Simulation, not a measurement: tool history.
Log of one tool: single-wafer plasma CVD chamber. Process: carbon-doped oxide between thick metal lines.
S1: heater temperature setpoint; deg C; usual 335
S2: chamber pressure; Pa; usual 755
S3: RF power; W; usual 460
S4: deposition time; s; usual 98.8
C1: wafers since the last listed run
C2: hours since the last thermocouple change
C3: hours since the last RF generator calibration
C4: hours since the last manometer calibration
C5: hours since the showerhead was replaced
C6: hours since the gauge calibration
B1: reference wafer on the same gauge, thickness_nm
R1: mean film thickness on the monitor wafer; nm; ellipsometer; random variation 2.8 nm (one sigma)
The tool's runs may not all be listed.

Run 1, hour 0: usual settings but S4 103.5 s; C1 0; C2 1266.4; C3 2120.7; C4 958.9; C5 3848.2; C6 1381.5; B1 497.704. Result: R1 472.719 nm.
Run 2, hour 37.9: usual settings but S1 331 deg C; C1 444; C2 1304.3; C3 2158.6; C4 996.8; C5 3886.1; C6 1419.4; B1 497.583. Result: R1 454.567 nm.
At hour 94.3: gauge calibrated.
At hour 105.1: thermocouple changed; heater temperature recalibrated.
Run 3, hour 105.6: usual settings but S1 331 deg C; C1 700; C2 0.5; C3 2226.3; C4 1064.5; C5 3953.8; C6 11.3; B1 498.793. Result: R1 454.436 nm.
Run 4, hour 136.8: usual settings but S4 113.5 s; C1 366; C2 31.7; C3 2257.5; C4 1095.7; C5 3985; C6 42.5; B1 498.294. Result: R1 515.051 nm.
Run 5, hour 186.5: usual settings but S4 113.5 s; C1 583; C2 81.4; C3 2307.2; C4 1145.4; C5 4034.7; C6 92.2; B1 497.61. Result: R1 513.954 nm.
Run 6, hour 247.9: usual settings but S1 325 deg C, S2 887 Pa; C1 720; C2 142.8; C3 2368.6; C4 1206.8; C5 4096.1; C6 153.6; B1 497.918. Result: R1 468.911 nm.
Run 7, hour 283.5: usual settings but S2 717 Pa; C1 417; C2 178.4; C3 2404.2; C4 1242.4; C5 4131.7; C6 189.2; B1 498.376. Result: R1 439.183 nm.
At hour 301.4: RF generator calibrated.
Run 8, hour 347.3: usual settings but S2 704 Pa; C1 654; C2 242.2; C3 45.9; C4 1306.2; C5 4195.5; C6 253; B1 498.656. Result: R1 461.795 nm.
Run 9, hour 403.5: usual settings; C1 659; C2 298.4; C3 102.1; C4 1362.4; C5 4251.7; C6 309.2; B1 497.994. Result: R1 468.785 nm.
At hour 430.3: capacitance manometer re-zeroed and calibrated.
Run 10, hour 438.1: usual settings but S1 348 deg C, S2 707 Pa, S3 410 W, S4 90.3 s; C1 312; C2 333; C3 136.7; C4 7.8; C5 4286.3; C6 343.8; B1 497.65. Result: R1 383.869 nm.
At hour 482.7: showerhead replaced.
Run 11, hour 486.3: usual settings but S1 340 deg C, S2 829 Pa; C1 471; C2 381.2; C3 184.9; C4 56; C5 3.6; C6 392; B1 497.403. Result: R1 468.777 nm.
Run 12, hour 517.4: usual settings but S2 675 Pa, S4 90.8 s; C1 364; C2 412.3; C3 216; C4 87.1; C5 34.7; C6 423.1; B1 498.796. Result: R1 421.773 nm.
Run 13, hour 565.1: usual settings but S2 808 Pa, S4 93.4 s; C1 559; C2 460; C3 263.7; C4 134.8; C5 82.4; C6 470.8; B1 497.829. Result: R1 448.658 nm.
Run 14, hour 618.6: usual settings; C1 627; C2 513.5; C3 317.2; C4 188.3; C5 135.9; C6 524.3; B1 497.132. Result: R1 469.979 nm.
Run 15, hour 642.8: usual settings; C1 283; C2 537.7; C3 341.4; C4 212.5; C5 160.1; C6 548.5; B1 498.083. Result: R1 471.327 nm.
Run 16, hour 705.9: usual settings but S2 699 Pa; C1 740; C2 600.8; C3 404.5; C4 275.6; C5 223.2; C6 611.6; B1 497.551. Result: R1 463.854 nm.
Run 17, hour 775.2: usual settings; C1 813; C2 670.1; C3 473.8; C4 344.9; C5 292.5; C6 680.9; B1 496.841. Result: R1 466.003 nm.
Run 18, hour 821.1: usual settings but S2 835 Pa, S4 79.2 s; C1 538; C2 716; C3 519.7; C4 390.8; C5 338.4; C6 726.8; B1 497.623. Result: R1 379.494 nm.
Run 19, hour 852.8: usual settings but S2 652 Pa; C1 371; C2 747.7; C3 551.4; C4 422.5; C5 370.1; C6 758.5; B1 498.191. Result: R1 459.074 nm.
Run 20, hour 898.6: usual settings; C1 537; C2 793.5; C3 597.2; C4 468.3; C5 415.9; C6 804.3; B1 497.308. Result: R1 470.03 nm.
Run 21, hour 983.3: usual settings but S1 348 deg C, S3 425 W; C1 993; C2 878.2; C3 681.9; C4 553; C5 500.6; C6 889; B1 498.062. Result: R1 434.015 nm.
Run 22, hour 1034.3: usual settings but S2 880 Pa, S3 385 W; C1 598; C2 929.2; C3 732.9; C4 604; C5 551.6; C6 940; B1 496.839. Result: R1 430.544 nm.
Run 23, hour 1104.8: usual settings but S2 911 Pa, S3 510 W; C1 827; C2 999.7; C3 803.4; C4 674.5; C5 622.1; C6 1010.5; B1 498.731. Result: R1 505.894 nm.
Run 24, hour 1147.2: usual settings but S2 892 Pa, S3 400 W, S4 118 s; C1 497; C2 1042.1; C3 845.8; C4 716.9; C5 664.5; C6 1052.9; B1 498.272. Result: R1 525.893 nm.
Run 25, hour 1176.5: usual settings but S4 109.1 s; C1 343; C2 1071.4; C3 875.1; C4 746.2; C5 693.8; C6 1082.2; B1 497.82. Result: R1 517.486 nm.
Run 26, hour 1214: usual settings but S3 400 W, S4 113 s; C1 440; C2 1108.9; C3 912.6; C4 783.7; C5 731.3; C6 1119.7; B1 497.766. Result: R1 495.311 nm.
Run 27, hour 1266.2: usual settings but S1 348 deg C, S3 500 W, S4 92.1 s; C1 612; C2 1161.1; C3 964.8; C4 835.9; C5 783.5; C6 1171.9; B1 497.415. Result: R1 441.272 nm.
Run 28, hour 1310.7: usual settings but S1 346 deg C, S2 819 Pa, S3 495 W; C1 522; C2 1205.6; C3 1009.3; C4 880.4; C5 828; C6 1216.4; B1 497.625. Result: R1 478.598 nm.
Run 29, hour 1349.2: usual settings but S1 339 deg C, S2 669 Pa; C1 451; C2 1244.1; C3 1047.8; C4 918.9; C5 866.5; C6 1254.9; B1 497.218. Result: R1 452.865 nm.

How the hidden state differs across the entries between the runs, from the last listed run before each to the first after it:
Between runs 2 and 3: gauge calibrated (hour 94.3); thermocouple changed; heater temperature recalibrated (hour 105.1)
  delivered RF power above the setpoint (%): -7.96 -> -8.44
  measured less the result without the state, R1: -22.933 -> -24.446 nm
Between runs 7 and 8: RF generator calibrated (hour 301.4)
  delivered RF power above the setpoint (%): -9.79 -> -0.485
  measured less the result without the state, R1: -27.761 -> -1.186 nm
Between runs 9 and 10: capacitance manometer re-zeroed and calibrated (hour 430.3)
  delivered RF power above the setpoint (%): -0.499 -> -0.512
  measured less the result without the state, R1: -1.238 -> -1.208 nm
Between runs 10 and 11: showerhead replaced (hour 482.7)
  delivered RF power above the setpoint (%): -0.512 -> -0.538
  measured less the result without the state, R1: -1.208 -> -1.334 nm

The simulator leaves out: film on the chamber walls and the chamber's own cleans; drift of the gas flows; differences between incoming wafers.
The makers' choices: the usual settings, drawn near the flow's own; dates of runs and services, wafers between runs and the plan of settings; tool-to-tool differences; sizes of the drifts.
